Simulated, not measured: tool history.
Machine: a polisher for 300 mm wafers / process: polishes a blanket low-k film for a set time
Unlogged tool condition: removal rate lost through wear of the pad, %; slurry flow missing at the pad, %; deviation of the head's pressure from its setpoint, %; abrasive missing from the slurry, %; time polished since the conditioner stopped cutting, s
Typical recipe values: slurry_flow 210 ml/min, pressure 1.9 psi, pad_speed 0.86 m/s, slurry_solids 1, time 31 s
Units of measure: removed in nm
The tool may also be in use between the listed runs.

run	hour	slurry_flow	pressure	pad_speed	slurry_solids	time	wafers since the last listed run	wafers polished on this pad	hours since the slurry nozzle was cleaned	hours since the head pressure was calibrated	hours since the slurry blender was calibrated	hours since the conditioning disc was replaced	incoming thickness of the incoming film, nm	removed
1	0	270	1.9	0.86	1	31	0	4428	490	496.8	222.2	146.1	764.3	8.7
# hour 20.8: worn pad replaced by a new one
2	67	270	1.9	0.86	1	31	867	635	557	563.8	289.2	213.1	776.5	9
# hour 96.5: slurry blender recalibrated
3	127.7	210	1.9	0.86	1	31	808	1443	617.7	624.5	31.2	273.8	767.3	8.6
4	193.4	210	1.9	0.86	1	31	904	2348	683.4	690.2	96.9	339.5	763.6	8.6
5	234.9	210	1.9	0.86	1	31	571	2919	724.9	731.7	138.4	381	779.8	8.5
# hour 244.9: conditioning disc replaced and pad reconditioned
# hour 257: slurry nozzle cleaned
6	284.9	210	1.9	0.86	1	31	647	3566	27.9	781.7	188.4	40	773.9	8.4
7	349.2	210	1.9	0.86	1	31	885	4452	92.2	846	252.7	104.3	773	8.4
8	374.6	270	1.9	0.86	1	31	349	4801	117.6	871.4	278.1	129.7	776.4	8.7
# hour 397: worn pad replaced by a new one
9	428	210	2.3	0.6	0.8	28	680	426	171	924.8	331.5	183.1	768.7	6.3
# hour 485.9: slurry blender recalibrated
10	492.5	210	2.2	1.14	1.2	34	860	1286	235.5	989.3	6.6	247.6	775.2	14.7
11	524.9	210	1.9	0.86	1.1	31	446	1732	267.9	1021.7	39	280	767.8	9.2
12	557.3	250	1.9	0.86	1	31	446	2178	300.3	1054.1	71.4	312.4	779.9	8.7
13	620.2	180	1.9	0.86	1	31	865	3044	363.2	1117	134.3	375.3	777.8	8.3
# hour 628.4: conditioning disc replaced and pad reconditioned
14	664.2	255	2.3	0.86	0.75	31	578	3623	407.2	1161	178.3	35.8	765.9	8.2
15	692.1	210	1.9	0.86	1	31	384	4007	435.1	1188.9	206.2	63.7	773.7	8.3
16	729.5	270	1.9	0.86	1	31	514	4522	472.5	1226.3	243.6	101.1	757.8	8.6
# hour 749.7: worn pad replaced by a new one
17	776	210	1.9	1.02	1.2	31	585	362	519	1272.8	290.1	147.6	771.8	11.2
# hour 801: head pressure recalibrated
# hour 803.2: slurry blender recalibrated
18	820	155	1.9	0.86	1.25	21	550	913	563	19	16.8	191.6	776.1	6.5
19	886	270	1.9	0.86	1	31	908	1821	629	85	82.8	257.6	779.2	9
20	924	210	1.9	0.86	1	31	523	2345	667	123	120.8	295.6	764	8.6
21	954	170	1.9	0.72	0.7	34	413	2758	697	153	150.8	325.6	769.5	6.1
# hour 999.8: slurry nozzle cleaned
# hour 1017.1: conditioning disc replaced and pad reconditioned
22	1024.4	210	1.9	0.86	1	31	927	3685	24.6	223.4	221.2	7.3	785.4	8.4
23	1064.4	210	1.9	0.58	1.3	31	550	4236	64.6	263.4	261.2	47.3	776.2	7.6
# hour 1095.2: worn pad replaced by a new one
# hour 1119.8: slurry blender recalibrated
24	1129	170	1.9	0.86	1	31	806	437	129.2	328	9.2	111.9	762.4	8.5
25	1154.8	210	1.9	0.72	1	36	355	792	155	353.8	35	137.7	760.8	9
26	1208.2	165	1.9	0.7	1	38	735	1527	208.4	407.2	88.4	191.1	782.2	8.8

Consider 3 possible next runs. They are alternatives, not a sequence: every one starts from the tool as it was left by run 26. What does each give?
A	1208.6	210	1.9	0.72	1	31	5	1533	208.8	407.6	88.8	191.5	768.4	?
B	1208.6	210	1.9	0.86	1	35	5	1533	208.8	407.6	88.8	191.5	768.4	?
C	1208.6	210	1.9	0.86	0.8	31	5	1533	208.8	407.6	88.8	191.5	768.4	?

run	removed
A	7.7
B	9.7
C	7.3
Without the tool's unlogged condition, the same runs would have read:
run	removed
A	8.2
B	10.4
C	7.8

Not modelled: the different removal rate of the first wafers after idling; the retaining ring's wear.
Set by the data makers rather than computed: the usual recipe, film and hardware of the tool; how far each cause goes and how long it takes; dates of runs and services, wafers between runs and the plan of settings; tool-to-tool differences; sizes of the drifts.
